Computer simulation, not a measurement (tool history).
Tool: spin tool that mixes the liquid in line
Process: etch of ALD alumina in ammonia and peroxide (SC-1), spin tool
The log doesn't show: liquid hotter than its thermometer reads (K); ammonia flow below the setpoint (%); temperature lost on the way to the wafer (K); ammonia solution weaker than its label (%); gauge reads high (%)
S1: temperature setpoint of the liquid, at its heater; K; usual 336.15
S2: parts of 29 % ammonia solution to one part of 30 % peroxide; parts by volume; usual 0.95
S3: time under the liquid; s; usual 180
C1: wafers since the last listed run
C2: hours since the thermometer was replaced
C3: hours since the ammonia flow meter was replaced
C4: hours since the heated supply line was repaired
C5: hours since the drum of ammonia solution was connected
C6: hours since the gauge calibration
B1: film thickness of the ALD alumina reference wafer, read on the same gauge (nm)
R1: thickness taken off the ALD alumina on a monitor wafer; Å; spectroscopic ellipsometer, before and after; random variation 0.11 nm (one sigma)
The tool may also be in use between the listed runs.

| run | hour | S1 | S2 | S3 | C1 | C2 | C3 | C4 | C5 | C6 | B1 | R1 |
|---|---|---|---|---|---|---|---|---|---|---|---|---|
| 1 | 0 | 336.15 | 0.95 | 210 | 0 | 23.8 | 676.3 | 437.2 | 641.7 | 1012.8 | 114.8 | 196.5 |
| 2 | 14.7 | 336.15 | 0.95 | 210 | 111 | 38.5 | 691 | 451.9 | 656.4 | 1027.5 | 114.73 | 198.2 |
|  | 31.7 | gauge calibrated |
| 3 | 33.2 | 336.15 | 0.95 | 240 | 140 | 57 | 709.5 | 470.4 | 674.9 | 1.5 | 119.61 | 237.2 |
| 4 | 50 | 338.15 | 0.95 | 180 | 127 | 73.8 | 726.3 | 487.2 | 691.7 | 18.3 | 119.55 | 195.2 |
| 5 | 64.3 | 338.15 | 0.95 | 180 | 108 | 88.1 | 740.6 | 501.5 | 706 | 32.6 | 119.48 | 193.5 |
| 6 | 80.6 | 340.65 | 0.95 | 210 | 124 | 104.4 | 756.9 | 517.8 | 722.3 | 48.9 | 119.44 | 255.1 |
| 7 | 99.2 | 333.15 | 0.95 | 225 | 141 | 123 | 775.5 | 536.4 | 740.9 | 67.5 | 119.36 | 190.6 |
| 8 | 132.7 | 336.15 | 0.95 | 180 | 255 | 156.5 | 809 | 569.9 | 774.4 | 101 | 119.15 | 174.9 |
| 9 | 146 | 330.65 | 1.2 | 90 | 101 | 169.8 | 822.3 | 583.2 | 787.7 | 114.3 | 119.11 | 67.8 |
| 10 | 160.3 | 336.15 | 0.95 | 180 | 108 | 184.1 | 836.6 | 597.5 | 802 | 128.6 | 119.03 | 175.9 |
| 11 | 177.3 | 336.15 | 0.95 | 180 | 129 | 201.1 | 853.6 | 614.5 | 819 | 145.6 | 118.91 | 175.6 |
| 12 | 208.3 | 336.15 | 0.75 | 250 | 236 | 232.1 | 884.6 | 645.5 | 850 | 176.6 | 118.81 | 238.8 |
| 13 | 220.7 | 338.65 | 1.05 | 215 | 94 | 244.5 | 897 | 657.9 | 862.4 | 189 | 118.75 | 241.4 |
|  | 262.8 | heated supply line repaired |
|  | 301.4 | new drum of ammonia solution connected |
|  | 311.9 | ammonia flow meter replaced |
| 14 | 319 | 336.15 | 1.05 | 110 | 725 | 342.8 | 7.1 | 56.2 | 17.6 | 287.3 | 118.32 | 108.1 |
| 15 | 340.8 | 336.15 | 1.2 | 280 | 166 | 364.6 | 28.9 | 78 | 39.4 | 309.1 | 118.17 | 278.1 |
| 16 | 361.5 | 327.15 | 1.2 | 150 | 157 | 385.3 | 49.6 | 98.7 | 60.1 | 329.8 | 118.06 | 94.3 |
| 17 | 397.5 | 336.15 | 0.95 | 180 | 274 | 421.3 | 85.6 | 134.7 | 96.1 | 365.8 | 117.83 | 172.5 |
| 18 | 432.3 | 336.15 | 0.95 | 180 | 265 | 456.1 | 120.4 | 169.5 | 130.9 | 400.6 | 117.76 | 174.4 |
| 19 | 447 | 336.15 | 0.95 | 180 | 111 | 470.8 | 135.1 | 184.2 | 145.6 | 415.3 | 117.7 | 174.8 |
| 20 | 477.7 | 336.15 | 0.95 | 180 | 233 | 501.5 | 165.8 | 214.9 | 176.3 | 446 | 117.56 | 170.9 |
| 21 | 492.8 | 329.15 | 0.95 | 130 | 114 | 516.6 | 180.9 | 230 | 191.4 | 461.1 | 117.45 | 87.5 |
| 22 | 522.8 | 342.15 | 0.95 | 275 | 228 | 546.6 | 210.9 | 260 | 221.4 | 491.1 | 117.32 | 354.8 |
| 23 | 551.1 | 336.15 | 0.55 | 180 | 215 | 574.9 | 239.2 | 288.3 | 249.7 | 519.4 | 117.14 | 164.2 |
| 24 | 569.7 | 336.15 | 0.95 | 180 | 141 | 593.5 | 257.8 | 306.9 | 268.3 | 538 | 117.06 | 171.8 |
| 25 | 600.4 | 327.15 | 0.7 | 260 | 233 | 624.2 | 288.5 | 337.6 | 299 | 568.7 | 116.93 | 152.7 |

Forecast each of these 4 alternatives for the next run:
| A | 600.9 | 336.15 | 0.95 | 105 | 3 | 624.7 | 289 | 338.1 | 299.5 | 569.2 | ? | ? |
| B | 600.9 | 341.15 | 0.75 | 180 | 3 | 624.7 | 289 | 338.1 | 299.5 | 569.2 | ? | ? |
| C | 600.9 | 327.15 | 0.65 | 180 | 3 | 624.7 | 289 | 338.1 | 299.5 | 569.2 | ? | ? |
| D | 600.9 | 328.15 | 0.95 | 180 | 3 | 624.7 | 289 | 338.1 | 299.5 | 569.2 | ? | ? |

| run | B1 | R1 |
|---|---|---|
| A | 116.96 | 100.6 |
| B | 116.96 | 216 |
| C | 116.96 | 104.3 |
| D | 116.96 | 114.1 |
Without the tool's hidden state the same runs would have given:
| run | R1 |
|---|---|
| A | 103.3 |
| B | 221.7 |
| C | 107.1 |
| D | 117.1 |

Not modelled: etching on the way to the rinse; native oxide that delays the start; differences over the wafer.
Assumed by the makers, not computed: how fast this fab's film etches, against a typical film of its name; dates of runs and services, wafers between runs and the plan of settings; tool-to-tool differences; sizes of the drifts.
